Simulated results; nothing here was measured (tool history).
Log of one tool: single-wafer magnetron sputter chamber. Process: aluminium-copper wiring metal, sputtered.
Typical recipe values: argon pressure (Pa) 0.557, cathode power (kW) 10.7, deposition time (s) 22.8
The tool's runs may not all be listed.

run	day	argon pressure (Pa)	cathode power (kW)	deposition time (s)	wafers since the last listed run	wafers on the sputter target	hours since the last manometer calibration	hours since the magnet pack was replaced	hours since the gauge calibration	read-back reference wafer on the same gauge, thickness_nm	mean film thickness on the monitor wafer (Å)
1	0	0.7	10.7	22.8	0	2966	489.7	2639.8	524.7	442.244	3642.16
2	3.542	0.7	10.7	22.8	1047	4013	574.7	2724.8	609.7	442.094	3610.62
3	5.167	0.7	10.7	22.8	480	4494	613.7	2763.8	648.7	441.958	3609.32
4	9.254	0.712	10.7	22.8	1208	5702	711.8	2861.9	746.8	442.277	3589.2
# day 11.779: sputter target and shields replaced
5	12.308	0.712	10.7	22.8	804	156	785.1	2935.2	820.1	441.87	3656.45
6	15.954	0.712	10.7	22.8	1077	1234	872.6	3022.7	907.6	441.664	3629.58
7	19.412	0.557	10.7	22.8	1022	2256	955.6	3105.7	990.6	441.924	3852.16
8	22.642	0.557	10.7	22.8	954	3211	1033.1	3183.2	1068.1	442.05	3840.71
# day 25.367: capacitance manometer re-zeroed and calibrated
9	26.592	0.712	10.7	22.8	1069	4280	29.4	3278	1162.9	442.103	3609.99
10	28.238	0.767	9.1	25.6	486	4767	68.9	3317.5	1202.4	441.946	3630.31
# day 33.15: sputter target and shields replaced
11	36.196	0.423	13.35	22.8	2254	900	259.9	3508.5	1393.4	442.101	4616.81
12	38.988	0.361	9.8	19.9	825	1725	326.9	3575.5	1460.4	442.024	3507.56
# day 40.817: magnet pack replaced, of another model than before
13	41.188	0.678	12.05	25.6	551	2277	379.7	8.9	1513.2	441.764	4474.67
# day 42.471: gauge calibrated
14	45.383	0.7	10.7	22.8	1240	3518	480.4	109.6	69.9	441.933	3722.46
15	49.842	0.442	10.7	26.5	1317	4836	587.4	216.6	176.9	442.063	4574.34
16	52.538	0.361	9.8	19.9	796	5633	652.1	281.3	241.6	441.993	3358.19
# day 54.396: sputter target and shields replaced
17	56.262	0.557	10.7	24	1002	552	741.5	370.7	331	441.744	4084.04

Forecast each of these 5 alternatives for the next run:
A	56.279	0.557	10.7	22.8	4	557	741.9	371.1	331.4	?	?
B	56.279	0.557	10.7	24.9	4	557	741.9	371.1	331.4	?	?
C	56.279	0.557	13.2	22.8	4	557	741.9	371.1	331.4	?	?
D	56.279	0.496	11.9	22.8	4	557	741.9	371.1	331.4	?	?
E	56.279	0.728	11.5	21.2	4	557	741.9	371.1	331.4	?	?

run	read-back reference wafer on the same gauge, thickness_nm	mean film thickness on the monitor wafer (Å)
A	442.098	3886.55
B	442.098	4244.52
C	442.098	4340.59
D	442.098	4165.69
E	442.098	3598.25
Without the tool's hidden state the same runs would have given:
run	mean film thickness on the monitor wafer (Å)
A	3910.7
B	4270.9
C	4367.56
D	4191.57
E	3620.61
